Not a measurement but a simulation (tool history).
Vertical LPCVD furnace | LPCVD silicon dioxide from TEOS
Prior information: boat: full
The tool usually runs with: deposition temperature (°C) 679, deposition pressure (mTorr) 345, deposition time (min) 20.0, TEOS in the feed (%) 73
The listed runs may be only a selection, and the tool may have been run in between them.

| run | hour | deposition temperature (°C) | deposition pressure (mTorr) | deposition time (min) | TEOS in the feed (%) | wafers since the last listed run | hours since the last temperature calibration | hours since the pressure gauge was zeroed | hours since the TEOS flow controller was replaced | hours since the gauge calibration | read-back reference wafer on the same gauge, thickness | film thickness on the monitor wafer in the middle of the boat (angstrom) |
|---|---|---|---|---|---|---|---|---|---|---|---|---|
| 1 | 0.0 | 679 | 345 | 20.0 | 73 | 0 | 3417.1 | 4561.8 | 3036.3 | 517.8 | 90.63 | 1038.9 |
| 2 | 104.1 | 679 | 305 | 20.0 | 80 | 2350 | 3521.2 | 4665.9 | 3140.4 | 621.9 | 90.81 | 1034.3 |
| 3 | 174.6 | 679 | 305 | 20.0 | 80 | 1592 | 3591.7 | 4736.4 | 3210.9 | 692.4 | 90.62 | 1030.3 |
| 4 | 269.5 | 679 | 305 | 20.0 | 80 | 2143 | 3686.6 | 4831.3 | 3305.8 | 787.3 | 90.68 | 1033.5 |
| 5 | 310.4 | 679 | 345 | 20.0 | 67 | 923 | 3727.5 | 4872.2 | 3346.7 | 828.2 | 90.90 | 1006.9 |
| 6 | 368.2 | 669 | 345 | 20.0 | 73 | 1305 | 3785.3 | 4930.0 | 3404.5 | 886.0 | 90.71 | 826.4 |
| 7 | 433.7 | 669 | 345 | 20.0 | 73 | 1479 | 3850.8 | 4995.5 | 3470.0 | 951.5 | 90.84 | 834.4 |
|  | 519.3 | TEOS flow controller replaced |
| 8 | 519.8 | 679 | 345 | 20.0 | 73 | 1402 | 3936.9 | 5081.6 | 0.5 | 1037.6 | 90.58 | 1051.4 |
|  | 568.0 | pressure gauge zeroed |
| 9 | 568.6 | 684 | 275 | 18.0 | 63 | 560 | 3985.7 | 0.6 | 49.3 | 1086.4 | 90.77 | 885.5 |
|  | 616.9 | thermocouples replaced and temperature profile calibrated |
| 10 | 617.4 | 679 | 345 | 20.0 | 73 | 560 | 0.5 | 49.4 | 98.1 | 1135.2 | 90.55 | 953.7 |
| 11 | 726.0 | 684 | 370 | 27.5 | 73 | 2452 | 109.1 | 158.0 | 206.7 | 1243.8 | 90.55 | 1555.0 |
| 12 | 769.9 | 679 | 345 | 20.0 | 65 | 991 | 153.0 | 201.9 | 250.6 | 1287.7 | 90.76 | 907.8 |
|  | 775.7 | gauge calibrated |
| 13 | 873.9 | 679 | 305 | 20.0 | 80 | 2348 | 257.0 | 305.9 | 354.6 | 98.2 | 90.72 | 944.6 |
| 14 | 955.0 | 679 | 305 | 20.0 | 80 | 1831 | 338.1 | 387.0 | 435.7 | 179.3 | 90.70 | 946.1 |
| 15 | 1002.9 | 685 | 415 | 20.0 | 85 | 1081 | 386.0 | 434.9 | 483.6 | 227.2 | 90.69 | 1323.7 |
| 16 | 1041.1 | 674 | 310 | 17.5 | 68 | 862 | 424.2 | 473.1 | 521.8 | 265.4 | 90.69 | 686.3 |

Forecast each of these 3 alternatives for the next run:
| A | 1044.7 | 679 | 345 | 24.0 | 73 | 81 | 427.8 | 476.7 | 525.4 | 269.0 | ? | ? |
| B | 1044.7 | 679 | 285 | 22.5 | 73 | 81 | 427.8 | 476.7 | 525.4 | 269.0 | ? | ? |
| C | 1044.7 | 679 | 345 | 20.0 | 60 | 81 | 427.8 | 476.7 | 525.4 | 269.0 | ? | ? |

| run | read-back reference wafer on the same gauge, thickness | film thickness on the monitor wafer in the middle of the boat (angstrom) |
|---|---|---|
| A | 90.70 | 1163.1 |
| B | 90.70 | 991.1 |
| C | 90.70 | 878.8 |
What these runs would have given with no unlogged condition in the tool:
| run | film thickness on the monitor wafer in the middle of the boat (angstrom) |
|---|---|
| A | 1148.4 |
| B | 978.5 |
| C | 867.6 |
